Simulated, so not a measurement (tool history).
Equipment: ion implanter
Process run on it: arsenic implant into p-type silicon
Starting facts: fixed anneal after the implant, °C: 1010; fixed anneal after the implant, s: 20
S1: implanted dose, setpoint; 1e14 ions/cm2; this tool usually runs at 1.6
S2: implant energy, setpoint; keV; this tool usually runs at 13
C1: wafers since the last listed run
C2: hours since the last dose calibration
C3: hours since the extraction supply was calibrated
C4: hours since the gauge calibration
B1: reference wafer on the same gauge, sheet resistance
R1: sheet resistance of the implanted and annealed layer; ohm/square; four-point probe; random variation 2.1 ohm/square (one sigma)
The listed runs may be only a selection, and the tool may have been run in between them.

run,hour,S1,S2,C1,C2,C3,C4,B1,R1
1,0,1.6,13,0,546.8,1253.9,557.4,592.18,496.48
2,78.7,1.6,13,2196,625.5,1332.6,636.1,593.22,499.31
3,185.1,1.6,13,2969,731.9,1439,742.5,592.71,494.31
4,267,1.6,13,2285,813.8,1520.9,824.4,592.96,499.01
5,353.8,1.6,13,2422,900.6,1607.7,911.2,592.6,498.58
6,417.6,1.6,11,1780,964.4,1671.5,975,593.7,507.69
7,706.5,1.6,11,8063,1253.3,1960.4,1263.9,593.32,503.62
# hour 926.9: extraction supply calibrated
8,927.4,1.6,13,5941,1474.2,0.5,1484.8,593.44,496.92
9,964.4,1.6,13,1032,1511.2,37.5,1521.8,592.78,493.61
# hour 1009.3: gauge calibrated
10,1038.5,1.6,13,2068,1585.3,111.6,29.2,592.84,494.12
11,1118.3,1.6,15.5,2227,1665.1,191.4,109,591.82,477.4
12,1205.5,1.76,13,2433,1752.3,278.6,196.2,593.47,455.62
13,1249.3,1.6,15,1222,1796.1,322.4,240,593.34,481.54
14,1325.4,1.6,15,2123,1872.2,398.5,316.1,593.25,478.87
15,1411.1,1.76,13,2391,1957.9,484.2,401.8,594.01,454.43
16,1473.8,2.05,11.5,1749,2020.6,546.9,464.5,592.81,408.07
# hour 1498.4: Faraday cup replaced and dose calibrated
17,1555,1.6,17,2042,56.6,628.1,545.7,593.38,485.52
18,1616.6,1.22,16.5,1719,118.2,689.7,607.3,593.47,592.93
19,1678.6,1.89,14.5,1730,180.2,751.7,669.3,593.12,437.91

Run 20 is up next; what results do you expect?
20,1738.4,1.6,14.5,1668,240,811.5,729.1,?,?

Logged for run 20: B1 592.28, R1 495.02 ohm/square.
With no hidden state in the tool, this same run would have given R1 494.64 ohm/square.
